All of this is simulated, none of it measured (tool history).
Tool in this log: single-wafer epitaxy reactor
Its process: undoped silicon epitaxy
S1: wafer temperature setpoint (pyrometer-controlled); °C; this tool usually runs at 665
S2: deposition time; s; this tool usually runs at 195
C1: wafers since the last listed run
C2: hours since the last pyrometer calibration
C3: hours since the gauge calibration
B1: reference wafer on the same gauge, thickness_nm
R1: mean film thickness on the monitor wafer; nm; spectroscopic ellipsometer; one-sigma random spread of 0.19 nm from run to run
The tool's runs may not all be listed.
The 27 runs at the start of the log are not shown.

run 28 hour=1323.4 | S1=657 S2=167 | C1=287 C2=1575.2 C3=533.7 | B1=34.396 | R1=32.677
run 29 hour=1362.8 | S1=670 S2=216 | C1=445 C2=1614.6 C3=573.1 | B1=34.392 | R1=53.263
run 30 hour=1417.5 | S1=652 S2=168 | C1=618 C2=1669.3 C3=627.8 | B1=34.430 | R1=29.949
-- hour=1431.0 pyrometer calibrated
run 31 hour=1483.2 | S1=665 S2=195 | C1=652 C2=52.2 C3=693.5 | B1=34.432 | R1=42.920
run 32 hour=1509.9 | S1=661 S2=232 | C1=301 C2=78.9 C3=720.2 | B1=34.418 | R1=47.453
run 33 hour=1557.5 | S1=661 S2=159 | C1=538 C2=126.5 C3=767.8 | B1=34.395 | R1=32.448
run 34 hour=1613.3 | S1=671 S2=182 | C1=631 C2=182.3 C3=823.6 | B1=34.387 | R1=44.499
run 35 hour=1676.6 | S1=665 S2=195 | C1=715 C2=245.6 C3=886.9 | B1=34.411 | R1=43.070
run 36 hour=1786.3 | S1=656 S2=230 | C1=1240 C2=355.3 C3=996.6 | B1=34.406 | R1=42.923
run 37 hour=1844.7 | S1=658 S2=195 | C1=660 C2=413.7 C3=1055.0 | B1=34.428 | R1=37.606
run 38 hour=1874.9 | S1=665 S2=195 | C1=341 C2=443.9 C3=1085.2 | B1=34.423 | R1=42.704
run 39 hour=1922.5 | S1=674 S2=215 | C1=538 C2=491.5 C3=1132.8 | B1=34.395 | R1=56.139
run 40 hour=1961.6 | S1=665 S2=195 | C1=442 C2=530.6 C3=1171.9 | B1=34.410 | R1=43.213
run 41 hour=2013.5 | S1=660 S2=161 | C1=587 C2=582.5 C3=1223.8 | B1=34.404 | R1=32.261
run 42 hour=2070.1 | S1=665 S2=222 | C1=640 C2=639.1 C3=1280.4 | B1=34.399 | R1=49.005
run 43 hour=2130.9 | S1=657 S2=220 | C1=687 C2=699.9 C3=1341.2 | B1=34.413 | R1=41.892
run 44 hour=2175.0 | S1=675 S2=185 | C1=498 C2=744.0 C3=1385.3 | B1=34.393 | R1=49.103

Each row is a separate what-if for the run after 44, all from the same tool condition, not one after another. Results?
run A hour=2175.5 | S1=660 S2=195 | C1=5 C2=744.5 C3=1385.8 | B1=? | R1=?
run B hour=2175.5 | S1=675 S2=195 | C1=5 C2=744.5 C3=1385.8 | B1=? | R1=?
run C hour=2175.5 | S1=652 S2=162 | C1=5 C2=744.5 C3=1385.8 | B1=? | R1=?
run D hour=2175.5 | S1=655 S2=233 | C1=5 C2=744.5 C3=1385.8 | B1=? | R1=?
run E hour=2175.5 | S1=655 S2=195 | C1=5 C2=744.5 C3=1385.8 | B1=? | R1=?

run=A B1=34.444 R1=39.099
run=B B1=34.444 R1=51.579
run=C B1=34.444 R1=27.931
run=D B1=34.444 R1=42.523
run=E B1=34.444 R1=35.588
With no hidden state in the tool, these same runs would have given:
run=A R1=38.861
run=B R1=51.274
run=C R1=27.758
run=D R1=42.261
run=E R1=35.369
